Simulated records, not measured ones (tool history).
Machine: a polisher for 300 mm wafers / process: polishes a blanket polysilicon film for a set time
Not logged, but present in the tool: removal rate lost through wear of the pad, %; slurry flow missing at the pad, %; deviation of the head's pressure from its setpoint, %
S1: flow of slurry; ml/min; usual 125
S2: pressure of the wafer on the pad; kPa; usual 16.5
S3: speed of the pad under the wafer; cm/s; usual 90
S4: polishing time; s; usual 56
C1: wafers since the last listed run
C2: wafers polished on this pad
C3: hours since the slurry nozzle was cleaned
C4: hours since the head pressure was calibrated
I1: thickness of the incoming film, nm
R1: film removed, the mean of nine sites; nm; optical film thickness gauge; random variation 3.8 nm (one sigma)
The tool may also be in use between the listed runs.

run 1 hour=0 | S1=125 S2=16.5 S3=90 S4=56 | C1=0 C2=365 C3=87.9 C4=285.5 | I1=1961.6 | R1=311.1
run 2 hour=6.4 | S1=125 S2=15.2 S3=90 S4=56 | C1=38 C2=404 C3=94.3 C4=291.9 | I1=2028.9 | R1=292.1
run 3 hour=19.7 | S1=125 S2=15.2 S3=90 S4=56 | C1=79 C2=484 C3=107.6 C4=305.2 | I1=2009.4 | R1=281.6
run 4 hour=34.2 | S1=125 S2=16.5 S3=90 S4=56 | C1=86 C2=571 C3=122.1 C4=319.7 | I1=1980.4 | R1=309.7
run 5 hour=45.5 | S1=125 S2=16.5 S3=90 S4=56 | C1=67 C2=638 C3=133.4 C4=331 | I1=1992.6 | R1=311.4
run 6 hour=98.3 | S1=125 S2=16.5 S3=90 S4=56 | C1=316 C2=955 C3=186.2 C4=383.8 | I1=2008.4 | R1=314.9
-- hour=110.2 head pressure recalibrated
run 7 hour=111.7 | S1=125 S2=16.5 S3=90 S4=56 | C1=68 C2=1023 C3=199.6 C4=1.5 | I1=1950.3 | R1=312.1
-- hour=120.1 slurry nozzle cleaned
run 8 hour=125.2 | S1=125 S2=16.5 S3=90 S4=56 | C1=74 C2=1098 C3=5.1 C4=15 | I1=1984.5 | R1=316.2
run 9 hour=133 | S1=125 S2=16.5 S3=90 S4=56 | C1=46 C2=1145 C3=12.9 C4=22.8 | I1=2013.8 | R1=315.9
run 10 hour=148.9 | S1=125 S2=20 S3=90 S4=56 | C1=95 C2=1240 C3=28.8 C4=38.7 | I1=1945.1 | R1=378.4
run 11 hour=165.4 | S1=125 S2=20 S3=90 S4=56 | C1=98 C2=1339 C3=45.3 C4=55.2 | I1=1992.7 | R1=377.7
run 12 hour=175.8 | S1=125 S2=20 S3=90 S4=56 | C1=62 C2=1401 C3=55.7 C4=65.6 | I1=1995.1 | R1=377.2
run 13 hour=185.9 | S1=125 S2=16.5 S3=90 S4=51 | C1=60 C2=1462 C3=65.8 C4=75.7 | I1=1952.9 | R1=282.2
run 14 hour=192.9 | S1=155 S2=21.4 S3=64 S4=39 | C1=41 C2=1504 C3=72.8 C4=82.7 | I1=1985.5 | R1=224.5
-- hour=197.8 worn pad replaced by a new one
run 15 hour=203.5 | S1=90 S2=22.1 S3=70 S4=49 | C1=39 C2=34 C3=83.4 C4=93.3 | I1=1999.5 | R1=275.2
run 16 hour=211.5 | S1=125 S2=16.5 S3=90 S4=56 | C1=47 C2=82 C3=91.4 C4=101.3 | I1=1954.5 | R1=312.1
run 17 hour=229.5 | S1=125 S2=16.5 S3=90 S4=56 | C1=107 C2=190 C3=109.4 C4=119.3 | I1=2028.3 | R1=312.8
run 18 hour=246.9 | S1=125 S2=16.5 S3=90 S4=37 | C1=104 C2=294 C3=126.8 C4=136.7 | I1=2031.8 | R1=211.6
run 19 hour=264.9 | S1=125 S2=16.5 S3=90 S4=56 | C1=107 C2=402 C3=144.8 C4=154.7 | I1=2002.7 | R1=311.9
run 20 hour=273.2 | S1=125 S2=16.5 S3=90 S4=56 | C1=49 C2=452 C3=153.1 C4=163 | I1=1989.6 | R1=314.9
run 21 hour=281.3 | S1=125 S2=16.5 S3=90 S4=56 | C1=48 C2=500 C3=161.2 C4=171.1 | I1=1989 | R1=312.7
run 22 hour=298.9 | S1=125 S2=16.5 S3=90 S4=49 | C1=105 C2=606 C3=178.8 C4=188.7 | I1=1995.3 | R1=276.1
run 23 hour=312.1 | S1=155 S2=16.5 S3=78 S4=66 | C1=79 C2=685 C3=192 C4=201.9 | I1=1977.9 | R1=341.8
-- hour=314.8 slurry nozzle cleaned
run 24 hour=326.1 | S1=105 S2=14.5 S3=78 S4=56 | C1=77 C2=763 C3=11.3 C4=215.9 | I1=1985.5 | R1=236.4

The tool's hidden state at each run:
removal rate lost through wear of the pad, %: 0 at every run
slurry flow missing at the pad, %: 0 at every run
deviation of the head's pressure from its setpoint, %: 0 at every run

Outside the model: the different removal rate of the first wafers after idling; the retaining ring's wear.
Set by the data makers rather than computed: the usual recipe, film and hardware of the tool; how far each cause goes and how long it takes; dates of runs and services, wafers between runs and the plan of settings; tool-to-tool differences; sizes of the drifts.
